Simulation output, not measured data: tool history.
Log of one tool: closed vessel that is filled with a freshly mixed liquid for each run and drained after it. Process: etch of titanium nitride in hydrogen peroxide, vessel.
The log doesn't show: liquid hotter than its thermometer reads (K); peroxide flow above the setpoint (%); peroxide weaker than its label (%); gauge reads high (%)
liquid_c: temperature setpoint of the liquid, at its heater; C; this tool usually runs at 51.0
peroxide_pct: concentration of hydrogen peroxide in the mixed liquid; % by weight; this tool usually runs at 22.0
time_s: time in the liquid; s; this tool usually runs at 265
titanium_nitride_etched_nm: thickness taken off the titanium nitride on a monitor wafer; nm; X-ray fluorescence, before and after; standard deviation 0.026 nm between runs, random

run	day	liquid_c	peroxide_pct	time_s	wafers since the last listed run	hours since the thermometer was replaced	hours since the peroxide flow meter was replaced	hours since the drum of peroxide was connected	hours since the gauge calibration	read-back film thickness of the titanium nitride reference wafer, read on the same gauge (nm)	titanium_nitride_etched_nm
1	0.000	56.0	22.0	265	0	76.4	1902.8	198.2	484.5	149.97	10.53
2	2.696	51.0	22.0	265	7185	141.1	1967.5	262.9	549.2	150.02	7.46
3	4.038	51.0	22.0	265	3576	173.3	1999.7	295.1	581.4	150.01	7.47
4	5.917	51.0	24.5	265	5008	218.4	2044.8	340.2	626.5	149.99	7.68
5	7.679	51.0	24.5	265	4697	260.7	2087.1	382.5	668.8	149.98	7.74
6	10.279	47.0	22.0	265	6930	323.1	2149.5	444.9	731.2	150.01	5.65
7	12.108	47.0	22.0	265	4875	367.0	2193.4	488.8	775.1	150.01	5.68
# day 12.200: new drum of peroxide connected
8	14.083	51.0	22.0	265	5153	414.4	2240.8	45.2	822.5	149.99	7.55
9	15.204	51.0	22.0	265	2987	441.3	2267.7	72.1	849.4	150.01	7.64
10	16.725	51.0	22.0	265	4053	477.8	2304.2	108.6	885.9	150.01	7.62
11	19.829	51.0	22.0	375	8274	552.3	2378.7	183.1	960.4	150.01	10.79
# day 20.004: thermometer replaced
# day 25.725: peroxide flow meter replaced
12	26.125	51.0	22.0	265	16559	146.9	9.6	334.2	1111.5	150.01	7.30
13	28.867	45.0	24.0	115	7307	212.7	75.4	400.0	1177.3	150.00	2.08
# day 32.742: new drum of peroxide connected
14	32.921	53.5	26.5	205	10695	310.0	172.7	4.3	1274.6	150.02	7.11
15	34.892	51.0	16.5	265	5253	357.3	220.0	51.6	1321.9	149.99	7.00
16	37.758	47.0	22.0	265	7641	426.1	288.8	120.4	1390.7	150.00	5.55
17	40.654	51.0	22.0	265	7718	495.6	358.3	189.9	1460.2	150.03	7.48
# day 40.850: gauge calibrated
18	44.342	51.0	22.0	265	9828	584.1	446.8	278.4	83.8	150.00	7.51
19	46.129	59.0	17.0	120	4764	627.0	489.7	321.3	126.7	150.02	5.61
# day 48.717: thermometer replaced
20	48.804	45.5	25.0	265	7019	2.1	553.9	385.5	190.9	149.99	5.06
21	51.100	43.5	17.0	140	6119	57.2	609.0	440.6	246.0	150.02	2.12
22	53.058	41.5	17.5	380	5219	104.2	656.0	487.6	293.0	150.00	5.00
# day 54.292: new drum of peroxide connected
23	55.879	45.0	22.0	265	7407	171.9	723.7	38.1	360.7	149.99	4.79

The logged runs with the hidden state left out (each run's random variation unchanged):
run	titanium_nitride_etched_nm
1	10.22
2	7.21
3	7.21
4	7.39
5	7.43
6	5.40
7	5.41
8	7.18
9	7.25
10	7.21
11	10.18
12	7.21
13	2.04
14	6.95
15	6.82
16	5.38
17	7.22
18	7.21
19	5.39
20	4.96
21	2.07
22	4.87
23	4.65

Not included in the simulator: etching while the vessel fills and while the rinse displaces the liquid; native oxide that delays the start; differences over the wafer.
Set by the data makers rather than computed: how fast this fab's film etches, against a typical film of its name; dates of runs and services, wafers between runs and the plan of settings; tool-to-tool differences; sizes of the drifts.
